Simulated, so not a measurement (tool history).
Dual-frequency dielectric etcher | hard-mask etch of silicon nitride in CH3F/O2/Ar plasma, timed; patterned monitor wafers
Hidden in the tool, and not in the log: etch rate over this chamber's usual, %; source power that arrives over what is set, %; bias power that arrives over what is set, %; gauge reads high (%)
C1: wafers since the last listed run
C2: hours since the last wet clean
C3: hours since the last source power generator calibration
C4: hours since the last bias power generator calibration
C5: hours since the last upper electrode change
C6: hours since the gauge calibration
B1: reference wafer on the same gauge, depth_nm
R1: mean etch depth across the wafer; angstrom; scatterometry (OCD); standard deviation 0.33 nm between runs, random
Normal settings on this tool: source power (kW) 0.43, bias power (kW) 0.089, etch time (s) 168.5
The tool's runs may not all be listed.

{"run": 1, "hour": 0.0, "source power (kW)": 0.43, "bias power (kW)": 0.089, "etch time (s)": 168.5, "C1": 0, "C2": 148.7, "C3": 4013.1, "C4": 4072.9, "C5": 2646.3, "C6": 174.1, "B1": 128, "R1": 1220}
{"run": 2, "hour": 17.1, "source power (kW)": 0.43, "bias power (kW)": 0.089, "etch time (s)": 168.5, "C1": 181, "C2": 165.8, "C3": 4030.2, "C4": 4090, "C5": 2663.4, "C6": 191.2, "B1": 128, "R1": 1217}
{"run": 3, "hour": 51.8, "source power (kW)": 0.43, "bias power (kW)": 0.089, "etch time (s)": 168.5, "C1": 367, "C2": 200.5, "C3": 4064.9, "C4": 4124.7, "C5": 2698.1, "C6": 225.9, "B1": 127.9, "R1": 1220}
{"run": 4, "hour": 79.3, "source power (kW)": 0.43, "bias power (kW)": 0.089, "etch time (s)": 168.5, "C1": 291, "C2": 228, "C3": 4092.4, "C4": 4152.2, "C5": 2725.6, "C6": 253.4, "B1": 127.9, "R1": 1216}
{"run": 5, "hour": 99.1, "source power (kW)": 0.43, "bias power (kW)": 0.089, "etch time (s)": 168.5, "C1": 209, "C2": 247.8, "C3": 4112.2, "C4": 4172, "C5": 2745.4, "C6": 273.2, "B1": 128.1, "R1": 1215}
{"hour": 130.1, "done": "upper electrode replaced"}
{"run": 6, "hour": 130.6, "source power (kW)": 0.43, "bias power (kW)": 0.089, "etch time (s)": 168.5, "C1": 79, "C2": 279.3, "C3": 4143.7, "C4": 4203.5, "C5": 0.5, "C6": 304.7, "B1": 128, "R1": 1215}
{"run": 7, "hour": 147.2, "source power (kW)": 0.43, "bias power (kW)": 0.089, "etch time (s)": 168.5, "C1": 175, "C2": 295.9, "C3": 4160.3, "C4": 4220.1, "C5": 17.1, "C6": 321.3, "B1": 128.1, "R1": 1215}
{"run": 8, "hour": 173.6, "source power (kW)": 0.43, "bias power (kW)": 0.077, "etch time (s)": 168.5, "C1": 279, "C2": 322.3, "C3": 4186.7, "C4": 4246.5, "C5": 43.5, "C6": 347.7, "B1": 128, "R1": 1140}
{"run": 9, "hour": 192.4, "source power (kW)": 0.34, "bias power (kW)": 0.095, "etch time (s)": 122, "C1": 199, "C2": 341.1, "C3": 4205.5, "C4": 4265.3, "C5": 62.3, "C6": 366.5, "B1": 128, "R1": 854}
{"hour": 203.1, "done": "gauge calibrated"}
{"run": 10, "hour": 206.7, "source power (kW)": 0.43, "bias power (kW)": 0.068, "etch time (s)": 187, "C1": 151, "C2": 355.4, "C3": 4219.8, "C4": 4279.6, "C5": 76.6, "C6": 3.6, "B1": 128.1, "R1": 1191}
{"hour": 217.5, "done": "bias power generator calibrated"}
{"run": 11, "hour": 219.5, "source power (kW)": 0.43, "bias power (kW)": 0.089, "etch time (s)": 144.5, "C1": 93, "C2": 368.2, "C3": 4232.6, "C4": 2, "C5": 89.4, "C6": 16.4, "B1": 127.9, "R1": 1040}
{"run": 12, "hour": 243.8, "source power (kW)": 0.39, "bias power (kW)": 0.072, "etch time (s)": 218, "C1": 257, "C2": 392.5, "C3": 4256.9, "C4": 26.3, "C5": 113.7, "C6": 40.7, "B1": 128.1, "R1": 1388}
{"run": 13, "hour": 267.5, "source power (kW)": 0.43, "bias power (kW)": 0.078, "etch time (s)": 121.5, "C1": 251, "C2": 416.2, "C3": 4280.6, "C4": 50, "C5": 137.4, "C6": 64.4, "B1": 128, "R1": 829}
{"hour": 306.5, "done": "wet clean of the chamber"}
{"hour": 306.8, "done": "source power generator calibrated"}
{"run": 14, "hour": 338.5, "source power (kW)": 0.43, "bias power (kW)": 0.089, "etch time (s)": 204.5, "C1": 493, "C2": 32, "C3": 31.7, "C4": 121, "C5": 208.4, "C6": 135.4, "B1": 128, "R1": 1475}
{"run": 15, "hour": 362.1, "source power (kW)": 0.46, "bias power (kW)": 0.076, "etch time (s)": 130.5, "C1": 250, "C2": 55.6, "C3": 55.3, "C4": 144.6, "C5": 232, "C6": 159, "B1": 127.8, "R1": 894}
{"run": 16, "hour": 384.0, "source power (kW)": 0.43, "bias power (kW)": 0.089, "etch time (s)": 168.5, "C1": 232, "C2": 77.5, "C3": 77.2, "C4": 166.5, "C5": 253.9, "C6": 180.9, "B1": 127.9, "R1": 1222}

What if the next run were any one of these 4? Each begins from the tool's condition after run 16:
{"run": "A", "hour": 384.5, "source power (kW)": 0.43, "bias power (kW)": 0.089, "etch time (s)": 168.5, "C1": 5, "C2": 78, "C3": 77.7, "C4": 167, "C5": 254.4, "C6": 181.4, "B1": "?", "R1": "?"}
{"run": "B", "hour": 384.5, "source power (kW)": 0.39, "bias power (kW)": 0.098, "etch time (s)": 168.5, "C1": 5, "C2": 78, "C3": 77.7, "C4": 167, "C5": 254.4, "C6": 181.4, "B1": "?", "R1": "?"}
{"run": "C", "hour": 384.5, "source power (kW)": 0.34, "bias power (kW)": 0.089, "etch time (s)": 168.5, "C1": 5, "C2": 78, "C3": 77.7, "C4": 167, "C5": 254.4, "C6": 181.4, "B1": "?", "R1": "?"}
{"run": "D", "hour": 384.5, "source power (kW)": 0.39, "bias power (kW)": 0.089, "etch time (s)": 168.5, "C1": 5, "C2": 78, "C3": 77.7, "C4": 167, "C5": 254.4, "C6": 181.4, "B1": "?", "R1": "?"}

run=A B1=127.9 R1=1217
run=B B1=127.9 R1=1238
run=C B1=127.9 R1=1139
run=D B1=127.9 R1=1183
Had the tool no hidden state, the same runs would have come out as:
run=A R1=1217
run=B R1=1238
run=C R1=1139
run=D R1=1183
